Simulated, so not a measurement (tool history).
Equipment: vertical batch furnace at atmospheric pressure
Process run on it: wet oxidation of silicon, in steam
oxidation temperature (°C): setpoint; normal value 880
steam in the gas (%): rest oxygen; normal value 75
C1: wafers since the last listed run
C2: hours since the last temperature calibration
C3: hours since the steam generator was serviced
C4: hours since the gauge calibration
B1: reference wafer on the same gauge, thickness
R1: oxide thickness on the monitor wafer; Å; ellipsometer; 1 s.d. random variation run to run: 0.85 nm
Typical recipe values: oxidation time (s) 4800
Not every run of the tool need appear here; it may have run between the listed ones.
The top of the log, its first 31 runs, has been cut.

At day 93.575: steam generator serviced.
At day 96.75: gauge calibrated.
Run 32, day 104.454: usual settings but oxidation temperature (°C) 857, oxidation time (s) 3810, steam in the gas (%) 83; C1 4101; C2 657; C3 261.1; C4 184.9; B1 180.9. Result: R1 1100.7 Å.
Run 33, day 108.883: usual settings but oxidation temperature (°C) 899, oxidation time (s) 2670, steam in the gas (%) 82; C1 1490; C2 763.3; C3 367.4; C4 291.2; B1 180.82. Result: R1 1415.2 Å.
Run 34, day 111.971: usual settings but oxidation temperature (°C) 867; C1 1038; C2 837.4; C3 441.5; C4 365.3; B1 181.01. Result: R1 1404.5 Å.
Run 35, day 115.075: usual settings; C1 1044; C2 911.9; C3 516; C4 439.8; B1 181.24. Result: R1 1671.3 Å.
Run 36, day 118.896: usual settings; C1 1285; C2 1003.6; C3 607.7; C4 531.5; B1 181.18. Result: R1 1678.8 Å.
Run 37, day 122.996: usual settings but oxidation temperature (°C) 857; C1 1379; C2 1102; C3 706.1; C4 629.9; B1 180.98. Result: R1 1215.5 Å.
Run 38, day 126.954: usual settings but oxidation temperature (°C) 902, oxidation time (s) 6120, steam in the gas (%) 81; C1 1331; C2 1197; C3 801.1; C4 724.9; B1 180.87. Result: R1 2769.9 Å.
Run 39, day 130.688: usual settings but oxidation temperature (°C) 889, oxidation time (s) 5670, steam in the gas (%) 69; C1 1256; C2 1286.6; C3 890.7; C4 814.5; B1 181.24. Result: R1 2014.1 Å.

Predict each of these 3 candidate next runs independently; none follows another, all start after run 39:
Run A, day 130.912: usual settings; C1 75; C2 1292; C3 896.1; C4 819.9; B1 ?. Result: R1 ?.
Run B, day 130.912: usual settings but oxidation temperature (°C) 888, oxidation time (s) 6360, steam in the gas (%) 80; C1 75; C2 1292; C3 896.1; C4 819.9; B1 ?. Result: R1 ?.
Run C, day 130.912: usual settings but oxidation temperature (°C) 857, oxidation time (s) 6780, steam in the gas (%) 85; C1 75; C2 1292; C3 896.1; C4 819.9; B1 ?. Result: R1 ?.

run      B1      R1
  A  181.44  1674.1
  B  181.44  2426.9
  C  181.44  1810.7
Without the tool's hidden state the same runs would have given:
run      R1
  A  1671.7
  B  2423.5
  C  1808.1
